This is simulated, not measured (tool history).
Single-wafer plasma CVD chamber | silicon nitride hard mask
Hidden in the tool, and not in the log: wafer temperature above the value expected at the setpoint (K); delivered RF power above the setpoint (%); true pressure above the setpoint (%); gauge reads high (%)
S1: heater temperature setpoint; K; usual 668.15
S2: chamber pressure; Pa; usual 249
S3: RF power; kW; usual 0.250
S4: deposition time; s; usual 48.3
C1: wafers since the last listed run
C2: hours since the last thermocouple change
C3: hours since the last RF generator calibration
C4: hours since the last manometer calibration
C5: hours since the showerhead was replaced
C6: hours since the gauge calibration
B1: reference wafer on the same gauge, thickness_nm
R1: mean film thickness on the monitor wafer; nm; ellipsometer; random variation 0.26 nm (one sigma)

Run 1, day 0.000: usual settings but S4 55.9 s; C1 0; C2 717.4; C3 1856.4; C4 2711.9; C5 4268.4; C6 672.9; B1 48.782. Result: R1 56.109 nm.
Run 2, day 1.033: usual settings but S4 55.9 s; C1 402; C2 742.2; C3 1881.2; C4 2736.7; C5 4293.2; C6 697.7; B1 48.790. Result: R1 56.308 nm.
Run 3, day 1.667: usual settings but S4 44.8 s; C1 246; C2 757.4; C3 1896.4; C4 2751.9; C5 4308.4; C6 712.9; B1 48.755. Result: R1 44.858 nm.
Run 4, day 2.504: usual settings but S4 44.8 s; C1 326; C2 777.5; C3 1916.5; C4 2772.0; C5 4328.5; C6 733.0; B1 48.859. Result: R1 44.855 nm.
Run 5, day 3.221: usual settings but S2 192 Pa, S3 0.285 kW, S4 45.1 s; C1 279; C2 794.7; C3 1933.7; C4 2789.2; C5 4345.7; C6 750.2; B1 48.809. Result: R1 45.941 nm.
Run 6, day 4.446: usual settings; C1 477; C2 824.1; C3 1963.1; C4 2818.6; C5 4375.1; C6 779.6; B1 48.749. Result: R1 48.654 nm.
Run 7, day 5.817: usual settings; C1 534; C2 857.0; C3 1996.0; C4 2851.5; C5 4408.0; C6 812.5; B1 48.923. Result: R1 48.206 nm.
Run 8, day 6.688: usual settings but S3 0.230 kW; C1 339; C2 877.9; C3 2016.9; C4 2872.4; C5 4428.9; C6 833.4; B1 48.805. Result: R1 44.414 nm.
Run 9, day 8.112: usual settings but S1 679.15 K; C1 555; C2 912.1; C3 2051.1; C4 2906.6; C5 4463.1; C6 867.6; B1 48.768. Result: R1 47.966 nm.
At day 8.517: capacitance manometer re-zeroed and calibrated.
Run 10, day 9.183: usual settings but S3 0.215 kW, S4 45.2 s; C1 287; C2 937.8; C3 2076.8; C4 16.0; C5 4488.8; C6 893.3; B1 48.855. Result: R1 38.499 nm.
Run 11, day 9.942: usual settings; C1 295; C2 956.0; C3 2095.0; C4 34.2; C5 4507.0; C6 911.5; B1 48.814. Result: R1 48.411 nm.
Run 12, day 10.771: usual settings; C1 323; C2 975.9; C3 2114.9; C4 54.1; C5 4526.9; C6 931.4; B1 48.798. Result: R1 48.138 nm.
Run 13, day 11.488: usual settings but S2 279 Pa, S3 0.285 kW, S4 51.1 s; C1 279; C2 993.1; C3 2132.1; C4 71.3; C5 4544.1; C6 948.6; B1 48.816. Result: R1 59.718 nm.
At day 13.062: RF generator calibrated.
Run 14, day 13.083: usual settings; C1 492; C2 1031.4; C3 0.5; C4 109.6; C5 4582.4; C6 986.9; B1 48.781. Result: R1 46.219 nm.
At day 14.075: showerhead replaced.
Run 15, day 14.375: usual settings; C1 373; C2 1062.4; C3 31.5; C4 140.6; C5 7.2; C6 1017.9; B1 48.910. Result: R1 46.183 nm.
At day 15.175: thermocouple changed; heater temperature recalibrated.
At day 15.371: gauge calibrated.
Run 16, day 16.496: usual settings but S1 656.15 K, S2 284 Pa, S4 52.6 s; C1 696; C2 31.7; C3 82.4; C4 191.5; C5 58.1; C6 27.0; B1 48.775. Result: R1 52.531 nm.
Run 17, day 17.379: usual settings but S1 675.15 K, S3 0.295 kW, S4 42.4 s; C1 344; C2 52.9; C3 103.6; C4 212.7; C5 79.3; C6 48.2; B1 48.736. Result: R1 47.374 nm.
Run 18, day 18.404: usual settings but S2 285 Pa; C1 399; C2 77.5; C3 128.2; C4 237.3; C5 103.9; C6 72.8; B1 48.719. Result: R1 48.095 nm.
Run 19, day 19.729: usual settings but S2 203 Pa, S3 0.220 kW; C1 516; C2 109.3; C3 160.0; C4 269.1; C5 135.7; C6 104.6; B1 48.796. Result: R1 36.965 nm.
Run 20, day 20.912: usual settings but S1 681.15 K, S2 203 Pa, S4 42.2 s; C1 461; C2 137.7; C3 188.4; C4 297.5; C5 164.1; C6 133.0; B1 48.832. Result: R1 36.447 nm.
Run 21, day 22.217: usual settings but S1 663.15 K, S2 228 Pa; C1 508; C2 169.0; C3 219.7; C4 328.8; C5 195.4; C6 164.3; B1 48.810. Result: R1 43.849 nm.
Run 22, day 23.617: usual settings but S2 211 Pa, S3 0.290 kW; C1 545; C2 202.6; C3 253.3; C4 362.4; C5 229.0; C6 197.9; B1 48.792. Result: R1 49.153 nm.
At day 24.658: RF generator calibrated, repeated, since the last time left the tool worse.
Run 23, day 25.092: usual settings but S1 673.15 K, S2 204 Pa, S3 0.220 kW, S4 40.9 s; C1 445; C2 238.0; C3 10.4; C4 397.8; C5 264.4; C6 233.3; B1 48.861. Result: R1 34.757 nm.
Run 24, day 26.012: usual settings but S1 676.15 K, S4 51.1 s; C1 358; C2 260.1; C3 32.5; C4 419.9; C5 286.5; C6 255.4; B1 48.811. Result: R1 53.177 nm.

The next listed run, before its measurement:
Run 25, day 26.904: usual settings but S4 41.6 s; C1 347; C2 281.5; C3 53.9; C4 441.3; C5 307.9; C6 276.8; B1 ?. Result: R1 ?.

B1: 48.853
R1: 43.876 nm
Without the tool's hidden state the same run would have given R1 44.365 nm.
